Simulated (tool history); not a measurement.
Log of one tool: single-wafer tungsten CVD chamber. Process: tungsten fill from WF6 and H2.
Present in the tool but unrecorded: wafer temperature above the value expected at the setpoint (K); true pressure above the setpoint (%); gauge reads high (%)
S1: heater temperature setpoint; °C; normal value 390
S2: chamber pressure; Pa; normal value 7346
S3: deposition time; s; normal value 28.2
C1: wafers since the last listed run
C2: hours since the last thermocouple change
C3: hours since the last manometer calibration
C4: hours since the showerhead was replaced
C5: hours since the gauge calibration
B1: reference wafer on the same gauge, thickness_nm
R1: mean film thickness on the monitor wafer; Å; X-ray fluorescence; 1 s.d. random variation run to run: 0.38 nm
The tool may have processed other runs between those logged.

run 1 hour=0 | S1=390 S2=7346 S3=28.2 | C1=0 C2=1176.3 C3=1704 C4=2565.6 C5=160 | B1=92.119 | R1=944.43
run 2 hour=70.3 | S1=390 S2=7346 S3=30.7 | C1=2085 C2=1246.6 C3=1774.3 C4=2635.9 C5=230.3 | B1=92.158 | R1=1022.65
run 3 hour=148.3 | S1=390 S2=7346 S3=30.7 | C1=2314 C2=1324.6 C3=1852.3 C4=2713.9 C5=308.3 | B1=92.091 | R1=1028.42
run 4 hour=192.2 | S1=390 S2=7346 S3=30.7 | C1=1302 C2=1368.5 C3=1896.2 C4=2757.8 C5=352.2 | B1=92.124 | R1=1032.78
run 5 hour=259.5 | S1=390 S2=7346 S3=28.2 | C1=1996 C2=1435.8 C3=1963.5 C4=2825.1 C5=419.5 | B1=92.148 | R1=952.17
run 6 hour=298 | S1=390 S2=7346 S3=28.2 | C1=1142 C2=1474.3 C3=2002 C4=2863.6 C5=458 | B1=92.221 | R1=946.25
run 7 hour=331.9 | S1=390 S2=7346 S3=28.2 | C1=1005 C2=1508.2 C3=2035.9 C4=2897.5 C5=491.9 | B1=92.099 | R1=944.79
-- hour=350.6 showerhead replaced
run 8 hour=383.5 | S1=390 S2=7346 S3=28.2 | C1=1293 C2=1559.8 C3=2087.5 C4=32.9 C5=543.5 | B1=92.063 | R1=948.1
run 9 hour=426.7 | S1=390 S2=7346 S3=28.2 | C1=1281 C2=1603 C3=2130.7 C4=76.1 C5=586.7 | B1=92.058 | R1=948.76
run 10 hour=491.9 | S1=400 S2=7346 S3=24 | C1=1934 C2=1668.2 C3=2195.9 C4=141.3 C5=651.9 | B1=92.059 | R1=989.23
-- hour=622.2 capacitance manometer re-zeroed and calibrated
run 11 hour=641.3 | S1=390 S2=7346 S3=28.2 | C1=4195 C2=1817.6 C3=19.1 C4=290.7 C5=801.3 | B1=92.009 | R1=951.71
run 12 hour=667.8 | S1=390 S2=7346 S3=28.2 | C1=786 C2=1844.1 C3=45.6 C4=317.2 C5=827.8 | B1=92.249 | R1=940.18
-- hour=674.3 gauge calibrated
-- hour=694.9 thermocouple changed; heater temperature recalibrated
run 13 hour=719.4 | S1=390 S2=8199 S3=30.7 | C1=1293 C2=24.5 C3=97.2 C4=368.8 C5=45.1 | B1=92.195 | R1=1026.93
run 14 hour=759.3 | S1=402 S2=6853 S3=28.2 | C1=1183 C2=64.4 C3=137.1 C4=408.7 C5=85 | B1=91.996 | R1=1090.15
run 15 hour=811.4 | S1=390 S2=6239 S3=24.3 | C1=1545 C2=116.5 C3=189.2 C4=460.8 C5=137.1 | B1=92.084 | R1=689.61
run 16 hour=859.9 | S1=390 S2=7346 S3=28.2 | C1=1438 C2=165 C3=237.7 C4=509.3 C5=185.6 | B1=92.019 | R1=894.56
run 17 hour=925 | S1=379 S2=6786 S3=28.2 | C1=1931 C2=230.1 C3=302.8 C4=574.4 C5=250.7 | B1=92.033 | R1=668.59
run 18 hour=983.3 | S1=390 S2=5800 S3=31.7 | C1=1729 C2=288.4 C3=361.1 C4=632.7 C5=309 | B1=92.116 | R1=866.15

Predict each of these 5 candidate next runs independently; none follows another, all start after run 18:
run A hour=983.7 | S1=390 S2=7346 S3=28.2 | C1=11 C2=288.8 C3=361.5 C4=633.1 C5=309.4 | B1=? | R1=?
run B hour=983.7 | S1=385 S2=8479 S3=33.2 | C1=11 C2=288.8 C3=361.5 C4=633.1 C5=309.4 | B1=? | R1=?
run C hour=983.7 | S1=377 S2=8413 S3=32.4 | C1=11 C2=288.8 C3=361.5 C4=633.1 C5=309.4 | B1=? | R1=?
run D hour=983.7 | S1=403 S2=8373 S3=30.3 | C1=11 C2=288.8 C3=361.5 C4=633.1 C5=309.4 | B1=? | R1=?
run E hour=983.7 | S1=390 S2=7346 S3=25.6 | C1=11 C2=288.8 C3=361.5 C4=633.1 C5=309.4 | B1=? | R1=?

run=A B1=92.156 R1=914.66
run=B B1=92.156 R1=1052.38
run=C B1=92.156 R1=850.49
run=D B1=92.156 R1=1397.38
run=E B1=92.156 R1=830
With no hidden state in the tool, these same runs would have given:
run=A R1=889.59
run=B R1=1022.36
run=C R1=825.23
run=D R1=1362.02
run=E R1=807.25
